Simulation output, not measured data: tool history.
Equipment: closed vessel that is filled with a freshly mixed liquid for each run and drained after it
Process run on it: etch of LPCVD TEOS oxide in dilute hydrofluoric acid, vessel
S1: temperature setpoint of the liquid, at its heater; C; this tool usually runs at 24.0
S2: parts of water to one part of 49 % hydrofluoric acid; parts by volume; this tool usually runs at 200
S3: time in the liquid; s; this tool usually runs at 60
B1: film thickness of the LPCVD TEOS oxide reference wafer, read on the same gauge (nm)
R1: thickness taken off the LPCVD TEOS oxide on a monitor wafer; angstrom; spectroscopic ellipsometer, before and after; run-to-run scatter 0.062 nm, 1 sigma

run	day	S1	S2	S3	B1	R1
1	0.000	24.0	200	60	120.00	101.0
2	3.842	24.0	200	60	120.03	101.3
3	7.292	24.0	200	60	120.02	101.7
4	9.254	24.0	200	60	119.98	102.9
5	12.767	24.0	200	60	120.02	103.0
6	17.208	24.0	200	60	120.00	103.2
# day 17.671: thermometer replaced
# day 19.112: gauge calibrated
7	19.267	24.0	200	60	120.00	95.6
8	21.771	24.0	200	60	119.99	95.0
9	24.558	24.0	130	60	120.00	160.5
10	29.050	24.0	200	50	119.96	81.0
11	31.404	24.0	155	40	119.96	86.9
12	35.621	24.0	200	90	120.01	148.3
13	37.571	24.0	145	60	120.01	142.2
14	41.654	21.0	110	60	120.00	176.8
15	43.454	22.0	110	35	120.00	107.7
16	45.367	24.0	200	60	120.01	99.1
17	48.683	24.0	200	80	120.00	133.1
# day 49.246: hydrofluoric acid flow meter replaced
18	51.242	24.0	200	75	120.02	125.2
19	52.958	24.0	200	60	119.99	99.8
20	56.075	19.5	135	50	119.99	111.1
21	60.192	19.5	135	90	120.00	202.9
22	62.238	19.0	265	70	120.01	70.2
23	66.396	19.0	240	90	119.98	101.9
24	67.929	24.0	200	60	119.99	103.1
# day 68.846: thermometer replaced
25	72.150	25.5	200	75	120.01	125.3
26	75.379	26.5	200	60	119.98	105.1
27	78.750	24.0	200	60	119.99	96.2
28	81.988	24.0	275	30	120.01	32.3
29	84.179	24.0	200	60	120.01	96.8
30	88.188	25.5	230	35	119.99	50.3
31	91.954	20.5	200	60	119.99	85.9
32	94.817	28.0	295	90	120.01	104.6
33	96.950	21.0	295	40	120.01	35.8

List, for all runs, the conditions of the tool that the log does not record:
hydrofluoric acid flow above the setpoint (%): 0, the same for each run
gauge reads high (%): 0, the same for each run
H1: liquid hotter than its thermometer reads (K)
run	H1
1	1.8
2	1.96
3	2.1
4	2.18
5	2.33
6	2.52
7	0.151
8	0.256
9	0.372
10	0.559
11	0.657
12	0.833
13	0.915
14	1.09
15	1.16
16	1.24
17	1.38
18	1.49
19	1.56
20	1.69
21	1.86
22	1.94
23	2.12
24	2.18
25	0.176
26	0.31
27	0.451
28	0.586
29	0.678
30	0.845
31	1
32	1.12
33	1.21

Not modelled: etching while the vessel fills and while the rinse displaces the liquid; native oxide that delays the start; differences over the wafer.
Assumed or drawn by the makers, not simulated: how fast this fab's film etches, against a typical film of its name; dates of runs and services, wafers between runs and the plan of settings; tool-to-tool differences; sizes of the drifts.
